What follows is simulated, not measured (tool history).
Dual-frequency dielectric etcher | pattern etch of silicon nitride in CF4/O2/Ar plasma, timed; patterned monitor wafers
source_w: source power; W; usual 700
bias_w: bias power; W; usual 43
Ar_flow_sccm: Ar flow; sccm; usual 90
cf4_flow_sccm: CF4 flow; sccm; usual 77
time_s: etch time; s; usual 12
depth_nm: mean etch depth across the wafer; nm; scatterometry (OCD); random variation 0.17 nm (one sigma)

run,hour,source_w,bias_w,Ar_flow_sccm,cf4_flow_sccm,time_s,wafers since the last listed run,hours since the last wet clean,hours since the last source power generator calibration,hours since the last bias power generator calibration,hours since the last Ar flow controller change,hours since the last CF4 flow controller change,hours since the last upper electrode change,hours since the gauge calibration,"read-back reference wafer on the same gauge, depth_nm",depth_nm
1,0,700,43,90,77,12,0,437.1,2091.1,2391.1,3834.8,2991.2,2797,1832.5,26.29,31.15
2,41.8,700,43,90,77,12,966,478.9,2132.9,2432.9,3876.6,3033,2838.8,1874.3,26.32,30.93
# hour 58.6: bias power generator calibrated
3,86.7,700,43,90,77,12,945,523.8,2177.8,28.1,3921.5,3077.9,2883.7,1919.2,26.3,31.51
# hour 99.5: gauge calibrated
# hour 141.3: upper electrode replaced
4,141.8,700,43,90,77,12,719,578.9,2232.9,83.2,3976.6,3133,0.5,42.3,26.3,31.17
# hour 228.9: wet clean of the chamber
# hour 231.4: CF4 flow controller replaced
5,231.9,700,43,90,77,11,1471,3,2323,173.3,4066.7,0.5,90.6,132.4,26.31,28.92
6,270.2,580,43,74,77,13,885,41.3,2361.3,211.6,4105,38.8,128.9,170.7,26.29,32.31
7,467.4,700,43,90,77,12,4561,238.5,2558.5,408.8,4302.2,236,326.1,367.9,26.27,32.27
8,535.5,700,35,90,86,12,1575,306.6,2626.6,476.9,4370.3,304.1,394.2,436,26.29,29.53
9,605.7,700,43,90,66,10,1623,376.8,2696.8,547.1,4440.5,374.3,464.4,506.2,26.34,26.25
# hour 662.9: Ar flow controller replaced
# hour 675.7: wet clean of the chamber, repeated, since the last time left the tool worse
# hour 687.3: source power generator calibrated
10,865.4,700,43,90,59,12,5478,189.7,178.1,806.8,202.5,634,724.1,765.9,26.34,29.6
11,920.9,700,43,90,77,15,1283,245.2,233.6,862.3,258,689.5,779.6,821.4,26.28,38.55
12,1023,700,53,90,77,9.5,2361,347.3,335.7,964.4,360.1,791.6,881.7,923.5,26.32,27.03
13,1097.7,700,43,90,77,12,1727,422,410.4,1039.1,434.8,866.3,956.4,998.2,26.29,31.09
14,1150.1,580,33,112,71,12,1211,474.4,462.8,1091.5,487.2,918.7,1008.8,1050.6,26.33,24.47
15,1212.6,700,50,105,89,13,1445,536.9,525.3,1154,549.7,981.2,1071.3,1113.1,26.3,36.22

Run 16 comes next. What will it give?
16,1315.1,700,43,90,68,15,2370,639.4,627.8,1256.5,652.2,1083.7,1173.8,1215.6,?,?

read-back reference wafer on the same gauge, depth_nm: 26.31
depth_nm: 38.58 nm
Without the tool's hidden state the same run would have given depth_nm 37.57 nm.
